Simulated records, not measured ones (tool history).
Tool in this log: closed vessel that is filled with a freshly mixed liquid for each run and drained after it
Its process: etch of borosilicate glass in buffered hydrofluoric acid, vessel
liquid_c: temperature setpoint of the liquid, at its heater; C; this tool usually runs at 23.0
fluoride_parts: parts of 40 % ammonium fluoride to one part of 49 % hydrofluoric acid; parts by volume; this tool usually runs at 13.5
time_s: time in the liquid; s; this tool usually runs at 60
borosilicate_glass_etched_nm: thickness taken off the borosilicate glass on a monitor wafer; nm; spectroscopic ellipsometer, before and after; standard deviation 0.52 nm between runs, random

| run | hour | liquid_c | fluoride_parts | time_s | wafers since the last listed run | hours since the thermometer was replaced | hours since the hydrofluoric acid flow meter was replaced | hours since the gauge calibration | read-back film thickness of the borosilicate glass reference wafer, read on the same gauge (nm) | borosilicate_glass_etched_nm |
|---|---|---|---|---|---|---|---|---|---|---|
| 1 | 0.0 | 23.0 | 13.5 | 60 | 0 | 1743.2 | 1433.7 | 460.5 | 140.00 | 62.21 |
| 2 | 64.1 | 23.0 | 13.5 | 60 | 9334 | 1807.3 | 1497.8 | 524.6 | 139.99 | 61.22 |
| 3 | 89.5 | 23.0 | 13.5 | 60 | 3698 | 1832.7 | 1523.2 | 550.0 | 140.01 | 61.79 |
| 4 | 127.1 | 23.0 | 13.5 | 60 | 5475 | 1870.3 | 1560.8 | 587.6 | 140.03 | 60.49 |
| 5 | 171.5 | 23.0 | 13.5 | 60 | 6465 | 1914.7 | 1605.2 | 632.0 | 140.00 | 60.80 |
| 6 | 222.6 | 23.0 | 13.5 | 60 | 7441 | 1965.8 | 1656.3 | 683.1 | 140.04 | 61.27 |
| 7 | 263.7 | 23.0 | 13.5 | 60 | 5985 | 2006.9 | 1697.4 | 724.2 | 140.01 | 60.99 |
| 8 | 335.0 | 23.0 | 13.5 | 60 | 10382 | 2078.2 | 1768.7 | 795.5 | 140.01 | 60.38 |
| 9 | 363.8 | 23.0 | 13.5 | 60 | 4193 | 2107.0 | 1797.5 | 824.3 | 140.03 | 60.18 |
| 10 | 419.7 | 23.0 | 13.5 | 60 | 8140 | 2162.9 | 1853.4 | 880.2 | 139.97 | 60.97 |
| 11 | 481.8 | 23.0 | 13.5 | 60 | 9043 | 2225.0 | 1915.5 | 942.3 | 139.99 | 60.33 |
|  | 484.8 | thermometer replaced |
|  | 539.3 | hydrofluoric acid flow meter replaced |
| 12 | 553.5 | 23.0 | 9.5 | 80 | 10149 | 68.7 | 14.2 | 1014.0 | 139.99 | 113.62 |
| 13 | 588.6 | 23.0 | 9.5 | 80 | 5111 | 103.8 | 49.3 | 1049.1 | 140.01 | 113.82 |
| 14 | 649.7 | 23.0 | 13.5 | 60 | 8897 | 164.9 | 110.4 | 1110.2 | 140.01 | 61.56 |
| 15 | 719.2 | 24.5 | 13.5 | 60 | 10120 | 234.4 | 179.9 | 1179.7 | 139.98 | 65.95 |
| 16 | 777.6 | 23.0 | 13.5 | 60 | 8504 | 292.8 | 238.3 | 1238.1 | 140.00 | 60.94 |
| 17 | 803.9 | 28.0 | 8.5 | 85 | 3829 | 319.1 | 264.6 | 1264.4 | 140.00 | 174.09 |
| 18 | 836.0 | 27.5 | 9.0 | 85 | 4674 | 351.2 | 296.7 | 1296.5 | 139.99 | 158.08 |
| 19 | 902.2 | 18.5 | 13.5 | 60 | 9640 | 417.4 | 362.9 | 1362.7 | 139.98 | 48.32 |
| 20 | 959.6 | 26.0 | 16.0 | 35 | 8358 | 474.8 | 420.3 | 1420.1 | 140.03 | 35.20 |
| 21 | 993.5 | 26.5 | 16.5 | 60 | 4936 | 508.7 | 454.2 | 1454.0 | 140.00 | 60.59 |
| 22 | 1053.4 | 27.0 | 16.5 | 30 | 8722 | 568.6 | 514.1 | 1513.9 | 140.02 | 31.51 |
| 23 | 1118.4 | 23.0 | 18.5 | 60 | 9465 | 633.6 | 579.1 | 1578.9 | 140.03 | 44.63 |
| 24 | 1143.9 | 20.5 | 13.5 | 60 | 3713 | 659.1 | 604.6 | 1604.4 | 139.97 | 53.35 |
| 25 | 1193.9 | 18.5 | 10.0 | 75 | 7281 | 709.1 | 654.6 | 1654.4 | 140.00 | 81.05 |
| 26 | 1241.2 | 19.0 | 17.0 | 60 | 6887 | 756.4 | 701.9 | 1701.7 | 139.97 | 39.58 |
| 27 | 1285.4 | 23.0 | 12.0 | 60 | 6436 | 800.6 | 746.1 | 1745.9 | 140.04 | 68.50 |
|  | 1287.3 | gauge calibrated |
| 28 | 1349.2 | 23.0 | 13.5 | 60 | 9290 | 864.4 | 809.9 | 61.9 | 139.99 | 60.98 |
| 29 | 1417.9 | 28.0 | 11.5 | 60 | 10004 | 933.1 | 878.6 | 130.6 | 140.00 | 93.81 |
| 30 | 1486.5 | 21.5 | 9.5 | 35 | 9989 | 1001.7 | 947.2 | 199.2 | 140.00 | 45.70 |
| 31 | 1685.4 | 21.0 | 11.5 | 50 | 28964 | 1200.6 | 1146.1 | 398.1 | 140.02 | 54.56 |
| 32 | 1710.3 | 23.0 | 13.5 | 60 | 3625 | 1225.5 | 1171.0 | 423.0 | 139.99 | 61.13 |
| 33 | 1764.5 | 23.0 | 13.5 | 60 | 7892 | 1279.7 | 1225.2 | 477.2 | 140.04 | 60.66 |
| 34 | 1804.9 | 25.0 | 9.0 | 60 | 5883 | 1320.1 | 1265.6 | 517.6 | 140.00 | 99.02 |

For each run, what was the tool's unlogged condition?
liquid hotter than its thermometer reads (K): 0 on each run
hydrofluoric acid flow below the setpoint (%): 0 on each run
gauge reads high (%): 0 on each run
